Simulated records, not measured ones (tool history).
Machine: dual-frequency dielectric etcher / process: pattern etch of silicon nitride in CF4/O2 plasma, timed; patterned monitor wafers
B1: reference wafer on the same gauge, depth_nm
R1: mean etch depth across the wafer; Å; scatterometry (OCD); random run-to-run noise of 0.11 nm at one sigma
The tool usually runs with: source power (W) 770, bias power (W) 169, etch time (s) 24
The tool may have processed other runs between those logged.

Run 1, hour 0: usual settings but bias power (W) 145; B1 77.5. Result: R1 691 Å.
Run 2, hour 16.8: usual settings but bias power (W) 145; B1 77.5. Result: R1 688 Å.
Run 3, hour 24: usual settings; B1 77.5. Result: R1 717 Å.
Run 4, hour 33.2: usual settings but source power (W) 830; B1 77.5. Result: R1 771 Å.
Run 5, hour 42.1: usual settings but source power (W) 830; B1 77.5. Result: R1 770 Å.
At hour 53.4: gauge calibrated.
Run 6, hour 56.6: usual settings but source power (W) 830; B1 77.5. Result: R1 769 Å.
Run 7, hour 66.4: usual settings but source power (W) 900; B1 77.5. Result: R1 833 Å.
Run 8, hour 75.5: usual settings but source power (W) 900; B1 77.5. Result: R1 834 Å.
Run 9, hour 106.3: usual settings but etch time (s) 19.5; B1 77.5. Result: R1 580 Å.
Run 10, hour 115.9: usual settings but etch time (s) 19.5; B1 77.5. Result: R1 580 Å.
At hour 148.2: wet clean of the chamber.
At hour 158.3: upper electrode replaced.
Run 11, hour 158.8: usual settings but etch time (s) 19.5; B1 77.5. Result: R1 593 Å.
Run 12, hour 159.1: usual settings but source power (W) 700; B1 77.5. Result: R1 664 Å.
Run 13, hour 162.5: usual settings but source power (W) 830, bias power (W) 196, etch time (s) 21.5; B1 77.5. Result: R1 734 Å.
Run 14, hour 180: usual settings but source power (W) 720, etch time (s) 18.5; B1 77.5. Result: R1 526 Å.
At hour 203.5: source power generator calibrated.
At hour 231: bias power generator calibrated.
At hour 231.5: gauge calibrated.
Run 15, hour 232.8: usual settings; B1 77.5. Result: R1 726 Å.
Run 16, hour 245.5: usual settings but source power (W) 690, etch time (s) 18.5; B1 77.5. Result: R1 502 Å.
Run 17, hour 259.8: usual settings but bias power (W) 207; B1 77.5. Result: R1 769 Å.
Run 18, hour 270.8: usual settings but bias power (W) 148; B1 77.5. Result: R1 699 Å.
Run 19, hour 282: usual settings but source power (W) 930, etch time (s) 28; B1 77.5. Result: R1 1016 Å.
Run 20, hour 296.9: usual settings but source power (W) 860, etch time (s) 27.5; B1 77.5. Result: R1 924 Å.
Run 21, hour 304.7: usual settings but source power (W) 830; B1 77.5. Result: R1 779 Å.
Run 22, hour 312.8: usual settings but source power (W) 650, etch time (s) 28.5; B1 77.5. Result: R1 725 Å.

Run-by-run hidden state of the tool:
source power that arrives over what is set, %: 0 at every run
bias power that arrives over what is set, %: 0 at every run
gauge reads high (%): 0 at every run
H1: etch rate over this chamber's usual, %
run      H1
  1   -1.49
  2   -1.59
  3   -1.63
  4   -1.68
  5   -1.73
  6   -1.82
  7   -1.87
  8   -1.92
  9    -2.1
 10   -2.16
 11  0.0422
 12  0.0405
 13   0.021
 14  -0.079
 15  -0.381
 16  -0.453
 17  -0.535
 18  -0.598
 19  -0.662
 20  -0.747
 21  -0.792
 22  -0.838
